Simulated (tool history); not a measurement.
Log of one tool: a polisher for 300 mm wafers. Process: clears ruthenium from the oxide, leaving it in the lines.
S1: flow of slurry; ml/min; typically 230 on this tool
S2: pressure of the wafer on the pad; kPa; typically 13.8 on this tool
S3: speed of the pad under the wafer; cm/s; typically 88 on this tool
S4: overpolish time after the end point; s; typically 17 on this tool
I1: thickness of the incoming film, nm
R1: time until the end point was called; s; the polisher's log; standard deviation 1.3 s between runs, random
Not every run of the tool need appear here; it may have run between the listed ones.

run	hour	S1	S2	S3	S4	I1	R1
1	0.0	230	13.8	88	17	74.9	97.4
2	17.5	230	16.5	88	17	75.4	78.2
3	27.5	230	16.5	88	17	74.9	79.5
4	38.7	230	13.8	88	21	76.5	95.7
5	70.0	230	13.8	88	21	74.2	92.4
# hour 75.5: worn pad replaced by a new one
6	113.6	230	13.8	88	21	75.2	96.3
# hour 120.3: slurry nozzle cleaned
7	124.3	230	13.8	88	17	75.8	88.5
8	151.3	230	13.8	88	17	74.6	86.0
9	167.4	230	13.8	88	17	75.4	87.9
10	179.2	230	13.8	88	21	74.9	89.3
# hour 200.4: worn pad replaced by a new one
# hour 201.9: head pressure recalibrated
11	202.4	230	13.8	88	17	73.7	87.7
12	205.0	230	11.7	88	17	76.4	110.3
13	221.1	230	13.8	62	17	75.4	123.7
14	230.0	190	16.5	74	8	74.0	92.0
15	244.1	305	15.2	72	17	74.9	94.5
16	255.3	230	15.2	88	11	74.4	82.8
17	266.4	170	12.4	74	23	74.9	125.9
18	278.5	230	13.8	88	17	75.4	91.7

Predict each of these 4 candidate next runs independently; none follows another, all start after run 18:
A	279.0	230	13.8	88	17	73.7	?
B	279.0	230	13.8	60	17	73.7	?
C	279.0	230	15.9	88	17	73.7	?
D	279.0	180	13.8	110	23	73.7	?

run	R1
A	89.8
B	124.2
C	78.1
D	77.4
The same runs, with their run-to-run variation unchanged, on a tool lacking any hidden condition would have given:
run	R1
A	85.0
B	117.4
C	73.9
D	72.2

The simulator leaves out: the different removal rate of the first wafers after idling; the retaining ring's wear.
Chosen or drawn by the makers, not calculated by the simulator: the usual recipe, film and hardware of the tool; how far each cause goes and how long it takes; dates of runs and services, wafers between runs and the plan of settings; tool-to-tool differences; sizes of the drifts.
